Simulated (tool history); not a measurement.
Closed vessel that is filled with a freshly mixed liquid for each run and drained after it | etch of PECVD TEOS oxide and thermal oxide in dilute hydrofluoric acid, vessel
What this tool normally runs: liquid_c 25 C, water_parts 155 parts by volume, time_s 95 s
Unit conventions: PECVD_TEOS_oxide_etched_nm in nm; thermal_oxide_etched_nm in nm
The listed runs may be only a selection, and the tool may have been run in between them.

| run | hour | liquid_c | water_parts | time_s | read-back film thickness of the PECVD TEOS oxide reference wafer, read on the same gauge (nm) | read-back film thickness of the thermal oxide reference wafer, read on the same gauge (nm) | PECVD_TEOS_oxide_etched_nm | thermal_oxide_etched_nm |
|---|---|---|---|---|---|---|---|---|
| 1 | 0 | 25 | 155 | 95 | 110 | 129.979 | 4.3 | 2.462 |
| 2 | 57.8 | 25 | 155 | 95 | 109.99 | 130.015 | 4.28 | 2.419 |
| 3 | 100.6 | 25 | 155 | 95 | 110.01 | 130.021 | 4.32 | 2.446 |
|  | 109.6 | thermometer replaced |
| 4 | 193.3 | 25 | 155 | 95 | 110.02 | 129.963 | 4.71 | 2.683 |
| 5 | 278.7 | 25 | 155 | 95 | 109.99 | 129.995 | 4.69 | 2.649 |
| 6 | 330.8 | 25 | 155 | 95 | 110 | 130.001 | 4.62 | 2.654 |
| 7 | 434.7 | 27.5 | 155 | 95 | 110 | 130.018 | 5.05 | 2.917 |
| 8 | 481.4 | 23.5 | 155 | 95 | 110.01 | 130 | 4.33 | 2.469 |
| 9 | 531.6 | 23.5 | 155 | 95 | 110 | 129.979 | 4.36 | 2.456 |
| 10 | 586.2 | 23.5 | 155 | 95 | 110.01 | 130.008 | 4.2 | 2.431 |
| 11 | 634.7 | 25 | 155 | 95 | 110 | 130.018 | 4.55 | 2.563 |
| 12 | 716.1 | 25 | 155 | 95 | 110.01 | 130.025 | 4.54 | 2.528 |
| 13 | 795.4 | 20 | 155 | 145 | 110.02 | 129.99 | 5.64 | 3.214 |
| 14 | 832.8 | 25 | 225 | 95 | 110.01 | 129.987 | 2.84 | 1.632 |
| 15 | 903.7 | 25 | 120 | 95 | 109.99 | 130.008 | 5.92 | 3.414 |
| 16 | 951.5 | 29.5 | 125 | 65 | 110 | 129.994 | 4.62 | 2.646 |
|  | 961.9 | hydrofluoric acid flow meter replaced |
| 17 | 987.9 | 30 | 200 | 55 | 109.99 | 130.028 | 2.24 | 1.283 |
|  | 1002.2 | gauge calibrated |
| 18 | 1089.8 | 20.5 | 185 | 115 | 110 | 130.004 | 3.63 | 2.057 |
| 19 | 1157 | 29.5 | 125 | 65 | 110.01 | 129.99 | 4.5 | 2.625 |
|  | 1173.3 | thermometer replaced |
| 20 | 1213.2 | 28 | 205 | 65 | 110.02 | 129.998 | 2.5 | 1.425 |
| 21 | 1264.9 | 25 | 155 | 95 | 109.98 | 130.024 | 4.56 | 2.628 |
| 22 | 1304.3 | 20 | 155 | 145 | 109.99 | 130.011 | 5.79 | 3.262 |
| 23 | 1548.8 | 22 | 155 | 55 | 109.98 | 129.986 | 2.32 | 1.322 |
| 24 | 1626.9 | 27 | 155 | 95 | 109.98 | 129.99 | 4.83 | 2.766 |

5 options for the next run, each taken on its own from the tool as it stands now. Forecast them:
| A | 1627.6 | 25 | 155 | 95 | ? | ? | ? | ? |
| B | 1627.6 | 25 | 210 | 55 | ? | ? | ? | ? |
| C | 1627.6 | 20 | 120 | 95 | ? | ? | ? | ? |
| D | 1627.6 | 28 | 75 | 125 | ? | ? | ? | ? |
| E | 1627.6 | 28.5 | 155 | 95 | ? | ? | ? | ? |

| run | read-back film thickness of the PECVD TEOS oxide reference wafer, read on the same gauge (nm) | read-back film thickness of the thermal oxide reference wafer, read on the same gauge (nm) | PECVD_TEOS_oxide_etched_nm | thermal_oxide_etched_nm |
|---|---|---|---|---|
| A | 109.98 | 130.009 | 4.42 | 2.596 |
| B | 109.98 | 130.009 | 1.78 | 1.045 |
| C | 109.98 | 130.009 | 4.86 | 2.854 |
| D | 109.98 | 130.009 | 14.91 | 8.75 |
| E | 109.98 | 130.009 | 5.05 | 2.961 |
Had the tool no hidden state, the same runs would have come out as:
| run | PECVD_TEOS_oxide_etched_nm | thermal_oxide_etched_nm |
|---|---|---|
| A | 4.71 | 2.765 |
| B | 1.89 | 1.111 |
| C | 5.2 | 3.054 |
| D | 15.91 | 9.34 |
| E | 5.36 | 3.147 |
